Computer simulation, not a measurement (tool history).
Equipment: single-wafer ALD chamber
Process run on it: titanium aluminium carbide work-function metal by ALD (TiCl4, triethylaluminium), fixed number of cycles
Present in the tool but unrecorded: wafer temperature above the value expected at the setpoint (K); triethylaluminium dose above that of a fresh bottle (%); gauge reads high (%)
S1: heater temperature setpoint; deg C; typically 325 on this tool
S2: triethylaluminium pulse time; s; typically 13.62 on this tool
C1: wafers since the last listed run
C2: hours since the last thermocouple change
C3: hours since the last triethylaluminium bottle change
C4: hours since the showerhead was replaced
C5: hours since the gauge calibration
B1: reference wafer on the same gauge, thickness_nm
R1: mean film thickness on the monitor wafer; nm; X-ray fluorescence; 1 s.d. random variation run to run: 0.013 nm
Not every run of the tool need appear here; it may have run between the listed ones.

run 1 hour=0 | S1=331 S2=17.72 | C1=0 C2=667.8 C3=347.2 C4=5757.1 C5=635.3 | B1=2.55 | R1=2.323
-- hour=10.8 gauge calibrated
run 2 hour=33.2 | S1=325 S2=13.62 | C1=233 C2=701 C3=380.4 C4=5790.3 C5=22.4 | B1=2.55 | R1=2.226
run 3 hour=67.8 | S1=325 S2=13.62 | C1=242 C2=735.6 C3=415 C4=5824.9 C5=57 | B1=2.554 | R1=2.229
run 4 hour=90.4 | S1=322 S2=17.38 | C1=158 C2=758.2 C3=437.6 C4=5847.5 C5=79.6 | B1=2.55 | R1=2.233
run 5 hour=121.8 | S1=322 S2=17.38 | C1=220 C2=789.6 C3=469 C4=5878.9 C5=111 | B1=2.551 | R1=2.218
run 6 hour=155 | S1=325 S2=13.62 | C1=233 C2=822.8 C3=502.2 C4=5912.1 C5=144.2 | B1=2.549 | R1=2.172
run 7 hour=187.9 | S1=325 S2=13.62 | C1=230 C2=855.7 C3=535.1 C4=5945 C5=177.1 | B1=2.548 | R1=2.179
run 8 hour=217.4 | S1=316 S2=13.62 | C1=207 C2=885.2 C3=564.6 C4=5974.5 C5=206.6 | B1=2.553 | R1=2.096
run 9 hour=231.3 | S1=316 S2=13.62 | C1=97 C2=899.1 C3=578.5 C4=5988.4 C5=220.5 | B1=2.552 | R1=2.098
-- hour=255.7 showerhead replaced, of another model than before
-- hour=339.5 triethylaluminium bottle replaced
run 10 hour=340 | S1=314 S2=17.73 | C1=650 C2=1007.8 C3=0.5 C4=84.3 C5=329.2 | B1=2.55 | R1=2.193
run 11 hour=351.4 | S1=314 S2=17.73 | C1=80 C2=1019.2 C3=11.9 C4=95.7 C5=340.6 | B1=2.547 | R1=2.154
run 12 hour=379 | S1=325 S2=13.62 | C1=193 C2=1046.8 C3=39.5 C4=123.3 C5=368.2 | B1=2.55 | R1=2.286
run 13 hour=413.1 | S1=325 S2=13.62 | C1=239 C2=1080.9 C3=73.6 C4=157.4 C5=402.3 | B1=2.552 | R1=2.261
run 14 hour=429.4 | S1=320 S2=13.62 | C1=114 C2=1097.2 C3=89.9 C4=173.7 C5=418.6 | B1=2.545 | R1=2.209
run 15 hour=460.7 | S1=325 S2=13.62 | C1=219 C2=1128.5 C3=121.2 C4=205 C5=449.9 | B1=2.548 | R1=2.24
run 16 hour=482.3 | S1=325 S2=13.62 | C1=151 C2=1150.1 C3=142.8 C4=226.6 C5=471.5 | B1=2.551 | R1=2.262
run 17 hour=518.3 | S1=315 S2=13.62 | C1=252 C2=1186.1 C3=178.8 C4=262.6 C5=507.5 | B1=2.55 | R1=2.168
run 18 hour=532.9 | S1=339 S2=17.97 | C1=102 C2=1200.7 C3=193.4 C4=277.2 C5=522.1 | B1=2.551 | R1=2.422
run 19 hour=553.1 | S1=317 S2=13.62 | C1=141 C2=1220.9 C3=213.6 C4=297.4 C5=542.3 | B1=2.549 | R1=2.167
run 20 hour=572.4 | S1=325 S2=16.73 | C1=135 C2=1240.2 C3=232.9 C4=316.7 C5=561.6 | B1=2.551 | R1=2.283
-- hour=623.6 gauge calibrated
-- hour=640.1 thermocouple changed; heater temperature recalibrated
run 21 hour=679.7 | S1=340 S2=10.95 | C1=697 C2=39.6 C3=340.2 C4=424 C5=56.1 | B1=2.551 | R1=2.291
run 22 hour=700.1 | S1=325 S2=13.62 | C1=143 C2=60 C3=360.6 C4=444.4 C5=76.5 | B1=2.549 | R1=2.22
run 23 hour=712.5 | S1=325 S2=18.42 | C1=87 C2=72.4 C3=373 C4=456.8 C5=88.9 | B1=2.548 | R1=2.277
run 24 hour=726 | S1=325 S2=13.62 | C1=94 C2=85.9 C3=386.5 C4=470.3 C5=102.4 | B1=2.551 | R1=2.215
run 25 hour=749.2 | S1=314 S2=17.73 | C1=162 C2=109.1 C3=409.7 C4=493.5 C5=125.6 | B1=2.551 | R1=2.163
run 26 hour=764.3 | S1=322 S2=17.38 | C1=105 C2=124.2 C3=424.8 C4=508.6 C5=140.7 | B1=2.55 | R1=2.233
run 27 hour=780.8 | S1=333 S2=9.71 | C1=115 C2=140.7 C3=441.3 C4=525.1 C5=157.2 | B1=2.548 | R1=2.088
run 28 hour=811.9 | S1=332 S2=11.07 | C1=218 C2=171.8 C3=472.4 C4=556.2 C5=188.3 | B1=2.551 | R1=2.16
run 29 hour=841.7 | S1=330 S2=11.29 | C1=209 C2=201.6 C3=502.2 C4=586 C5=218.1 | B1=2.552 | R1=2.126
run 30 hour=920.4 | S1=325 S2=13.62 | C1=552 C2=280.3 C3=580.9 C4=664.7 C5=296.8 | B1=2.551 | R1=2.157
run 31 hour=1012.9 | S1=339 S2=13.62 | C1=649 C2=372.8 C3=673.4 C4=757.2 C5=389.3 | B1=2.55 | R1=2.271
run 32 hour=1028.5 | S1=325 S2=17.69 | C1=109 C2=388.4 C3=689 C4=772.8 C5=404.9 | B1=2.548 | R1=2.217
run 33 hour=1049.7 | S1=325 S2=11.44 | C1=148 C2=409.6 C3=710.2 C4=794 C5=426.1 | B1=2.55 | R1=1.996

Alternative continuations, all from the tool just after run 33; predict every row:
run A hour=1050.1 | S1=325 S2=13.62 | C1=2 C2=410 C3=710.6 C4=794.4 C5=426.5 | B1=? | R1=?
run B hour=1050.1 | S1=318 S2=18.28 | C1=2 C2=410 C3=710.6 C4=794.4 C5=426.5 | B1=? | R1=?
run C hour=1050.1 | S1=312 S2=9.09 | C1=2 C2=410 C3=710.6 C4=794.4 C5=426.5 | B1=? | R1=?
run D hour=1050.1 | S1=336 S2=16.42 | C1=2 C2=410 C3=710.6 C4=794.4 C5=426.5 | B1=? | R1=?

run=A B1=2.551 R1=2.096
run=B B1=2.551 R1=2.148
run=C B1=2.551 R1=1.664
run=D B1=2.551 R1=2.294
With the hidden condition removed and each run's random variation left untouched, the same runs would have given:
run=A R1=2.266
run=B R1=2.211
run=C R1=2.022
run=D R1=2.395
